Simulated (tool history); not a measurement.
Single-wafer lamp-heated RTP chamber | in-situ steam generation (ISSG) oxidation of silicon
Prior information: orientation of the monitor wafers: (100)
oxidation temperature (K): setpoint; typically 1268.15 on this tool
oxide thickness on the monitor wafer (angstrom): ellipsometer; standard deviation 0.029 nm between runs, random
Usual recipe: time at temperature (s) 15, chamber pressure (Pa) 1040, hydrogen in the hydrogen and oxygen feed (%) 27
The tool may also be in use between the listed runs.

run	day	oxidation temperature (K)	time at temperature (s)	chamber pressure (Pa)	hydrogen in the hydrogen and oxygen feed (%)	read-back reference wafer on the same gauge, thickness	oxide thickness on the monitor wafer (angstrom)
1	0	1268.15	15	1040	32	3.964	53.86
2	2.496	1268.15	15	1040	27	3.954	51.62
3	4.812	1268.15	15	1040	30	3.968	53.19
4	5.912	1255.15	15	1040	27	3.958	49.18
# day 6.492: pyrometer window cleaned and pyrometer calibrated, repeated, since the last time left the tool worse
5	8.338	1268.15	15	1040	27	3.955	49.21
6	9.571	1268.15	15	1040	27	3.961	49.76
7	12.404	1268.15	15	1040	27	3.959	48.97
8	13.617	1252.15	15	1040	27	3.959	46.73
9	15.996	1268.15	15	920	27	3.96	49.22
10	18.275	1268.15	17	1040	21	3.964	48.91
11	19.588	1287.15	15	1040	30	3.963	55.16
12	21.838	1258.15	15	920	27	3.964	47.8
13	24.171	1276.15	15	947	19	3.964	46.76
14	26.579	1259.15	15	1040	32	3.961	50.37
15	27.958	1268.15	15	1040	27	3.953	50.19
16	29.471	1268.15	20	1040	27	3.961	57.31
17	30.896	1259.15	15	933	23	3.958	46.24
18	33.796	1288.15	15	1040	31	3.956	56.43
# day 34.158: pyrometer window cleaned and pyrometer calibrated
# day 35.842: pressure gauge zeroed
# day 36.733: hydrogen flow controller replaced
19	36.754	1268.15	9	973	27	3.96	39.68
20	38.225	1284.15	20	1040	20	3.965	55.99
21	40.929	1268.15	18	920	19	3.963	48.71
# day 41.708: gauge calibrated
22	43.396	1255.15	15	1040	27	3.957	47.07
23	44.683	1268.15	15	920	24	3.958	47.81
24	47.225	1268.15	15	1040	27	3.966	49.5
25	50.029	1262.15	13	1040	32	3.959	48.05
26	51.929	1268.15	15	1040	27	3.957	49.47
27	54.662	1268.15	15	1040	27	3.961	50.11
28	57.392	1259.15	13	960	32	3.956	47.83
29	60.392	1259.15	15	933	23	3.958	46.66
# day 62.771: pyrometer window cleaned and pyrometer calibrated
30	62.925	1268.15	15	1040	27	3.962	49.42

What the log doesn't show, run by run:
true pressure minus gauge reading, Torr: 0 at every run
deviation of the hydrogen flow from its setpoint, %: 0 at every run
gauge reads high (%): 0 at every run
H1: true wafer temperature minus pyrometer reading, K
run	H1
1	11.6
2	12.1
3	12.6
4	12.9
5	0.68
6	0.717
7	0.872
8	0.968
9	1.21
10	1.5
11	1.7
12	2.09
13	2.56
14	3.11
15	3.46
16	3.87
17	4.28
18	5.19
19	0.137
20	0.197
21	0.375
22	0.615
23	0.77
24	1.13
25	1.63
26	2.02
27	2.65
28	3.38
29	4.28
30	0.0204

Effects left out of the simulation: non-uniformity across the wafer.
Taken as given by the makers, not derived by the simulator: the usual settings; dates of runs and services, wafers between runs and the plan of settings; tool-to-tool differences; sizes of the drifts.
